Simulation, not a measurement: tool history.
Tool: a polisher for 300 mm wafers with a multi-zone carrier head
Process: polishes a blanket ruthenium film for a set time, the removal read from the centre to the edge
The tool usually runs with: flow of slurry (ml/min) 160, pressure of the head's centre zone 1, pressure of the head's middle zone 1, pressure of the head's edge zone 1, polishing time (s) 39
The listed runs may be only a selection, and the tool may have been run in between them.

| run | hour | flow of slurry (ml/min) | pressure of the head's centre zone | pressure of the head's middle zone | pressure of the head's edge zone | polishing time (s) | incoming thickness of the incoming film, nm | film removed at the wafer's centre (nm) | film removed at mid-radius (nm) | film removed at the wafer's edge (nm) |
|---|---|---|---|---|---|---|---|---|---|---|
| 1 | 0 | 175 | 1 | 1 | 1 | 39 | 370.9 | 32.8 | 33 | 33.8 |
| 2 | 97.2 | 130 | 1.04 | 1.11 | 1 | 39 | 376.7 | 31.3 | 33.2 | 31.5 |
|  | 119.4 | edge zone pressure recalibrated |
| 3 | 178.3 | 160 | 1 | 1 | 0.94 | 33 | 373.6 | 26.7 | 27.5 | 27 |
| 4 | 280.3 | 160 | 1.04 | 1 | 1 | 39 | 371.7 | 32.8 | 32.4 | 33.3 |
|  | 305.1 | slurry nozzle cleaned |
| 5 | 322.2 | 160 | 1 | 1.11 | 1 | 39 | 375.2 | 32.4 | 35.3 | 33.5 |
| 6 | 389.2 | 160 | 1 | 1.09 | 0.93 | 39 | 370.8 | 31.3 | 34 | 31.7 |
| 7 | 429.6 | 160 | 1 | 1 | 1 | 39 | 368.9 | 30.8 | 32.6 | 32.7 |
| 8 | 496.9 | 200 | 1.11 | 1 | 0.94 | 39 | 375.1 | 36.2 | 33.1 | 33.1 |
| 9 | 545.5 | 160 | 1 | 1 | 1 | 39 | 372.5 | 31.5 | 32 | 33.1 |
|  | 578.6 | carrier head's membrane replaced by a new one |
| 10 | 589.7 | 160 | 1 | 1 | 1.09 | 39 | 374.3 | 30.8 | 32.2 | 34.8 |
|  | 607.5 | worn pad replaced by a new one |
| 11 | 693.4 | 160 | 1 | 1 | 1 | 39 | 366.1 | 31.3 | 32.1 | 33.6 |
| 12 | 762.9 | 160 | 1.06 | 1.08 | 1 | 43 | 371 | 36.3 | 36.9 | 37.3 |
|  | 814.8 | edge zone pressure recalibrated |
| 13 | 861.8 | 160 | 1 | 1 | 1 | 39 | 371.3 | 31.5 | 32.7 | 33.5 |
| 14 | 908 | 160 | 0.94 | 1.09 | 0.93 | 27 | 371.7 | 20.3 | 24 | 22.3 |
| 15 | 1005 | 195 | 1 | 1.07 | 1 | 39 | 372.9 | 32.1 | 34.9 | 34.1 |
| 16 | 1104.9 | 160 | 1.12 | 0.93 | 1.08 | 33 | 372.9 | 30 | 26.1 | 29.1 |
| 17 | 1161.7 | 160 | 1 | 1.05 | 1.07 | 39 | 371.3 | 30.5 | 33.2 | 34.8 |
|  | 1182.7 | worn pad replaced by a new one |
|  | 1197 | slurry nozzle cleaned |
| 18 | 1205.6 | 160 | 1 | 1.06 | 1.11 | 39 | 373.4 | 30.8 | 34.3 | 35 |
| 19 | 1310.1 | 160 | 0.91 | 0.89 | 1 | 48 | 374.2 | 34.2 | 36.8 | 41.1 |
| 20 | 1364.3 | 160 | 1 | 1 | 1 | 51 | 370.1 | 41.4 | 42.3 | 42.3 |
|  | 1367.4 | centre zone pressure recalibrated |
|  | 1406.5 | edge zone pressure recalibrated |
| 21 | 1426.9 | 205 | 1 | 1.05 | 1.03 | 39 | 364.6 | 34.7 | 34.6 | 33.9 |

Forecast run 22:
| 22 | 1504.3 | 160 | 1 | 1 | 1 | 39 | 363.2 | ? | ? | ? |

film removed at the wafer's centre (nm): 33.4
film removed at mid-radius (nm): 32.1
film removed at the wafer's edge (nm): 34.4
With no hidden state in the tool, this same run would have given film removed at the wafer's centre (nm) 33.7, film removed at mid-radius (nm) 32.1, film removed at the wafer's edge (nm) 34.4.
